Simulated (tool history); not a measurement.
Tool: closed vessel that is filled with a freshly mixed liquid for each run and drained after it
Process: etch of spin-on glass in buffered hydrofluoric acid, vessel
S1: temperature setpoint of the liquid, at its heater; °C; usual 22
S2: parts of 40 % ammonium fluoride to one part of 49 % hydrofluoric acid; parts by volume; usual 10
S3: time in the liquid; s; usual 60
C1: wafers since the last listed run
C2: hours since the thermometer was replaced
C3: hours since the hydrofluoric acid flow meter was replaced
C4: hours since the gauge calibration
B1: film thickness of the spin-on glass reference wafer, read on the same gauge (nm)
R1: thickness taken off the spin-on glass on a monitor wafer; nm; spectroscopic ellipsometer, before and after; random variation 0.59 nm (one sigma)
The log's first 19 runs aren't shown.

run   hour    S1    S2  S3    C1     C2     C3     C4     B1      R1
 20  452.2    22    10  60  2464  185.6   68.7   33.5  59.99  129.96
     459.9  -- thermometer replaced, repeated, since the last time left the tool worse
 21  471.8    22     8  85  1619   11.9   88.3   53.1     60  202.67
 22  502.3    22   7.5  60  2655   42.4  118.8   83.6  60.01  153.73
 23  523.7    22  13.5  60  1863   63.8  140.2    105  60.02   88.36
 24  552.1  17.5  13.5  30  2472   92.2  168.6  133.4  59.99    34.3
 25  572.1    22    10  40  1741  112.2  188.6  153.4  60.01   79.39
 26  603.9    22    10  60  2768    144  220.4  185.2  59.99  118.74
 27    619  24.5    13  35  1314  159.1  235.5  200.3     60   61.85
 28  641.1    24   6.5  30  1924  181.2  257.6  222.4  59.99   99.02
 29  661.1    22    10  90  1741  201.2  277.6  242.4     60  178.74
 30    675  24.5    10  45  1210  215.1  291.5  256.3     60  102.44
 31  697.5  25.5  11.5  85  1959  237.6    314  278.8  60.01  177.03
 32  730.8    26    10  90  2899  270.9  347.3  312.1     60  224.02
 33    746    22     8  60  1323  286.1  362.5  327.3  60.02   144.9
 34  778.2    22    10  50  2803  318.3  394.7  359.5  59.99  100.22

3 ways to go on from here, each from the tool as it stands after run 34. What would each give?
  A  778.9  22    10  70  60  319  395.4  360.2   ?   ?
  B  778.9  22   6.5  75  60  319  395.4  360.2   ?   ?
  C  778.9  18  12.5  35  60  319  395.4  360.2   ?   ?

run     B1      R1
  A  59.99  140.32
  B  59.99  224.89
  C  59.99   45.11
Without the tool's hidden state the same runs would have given:
run     R1
  A    139
  B  222.8
  C  44.68
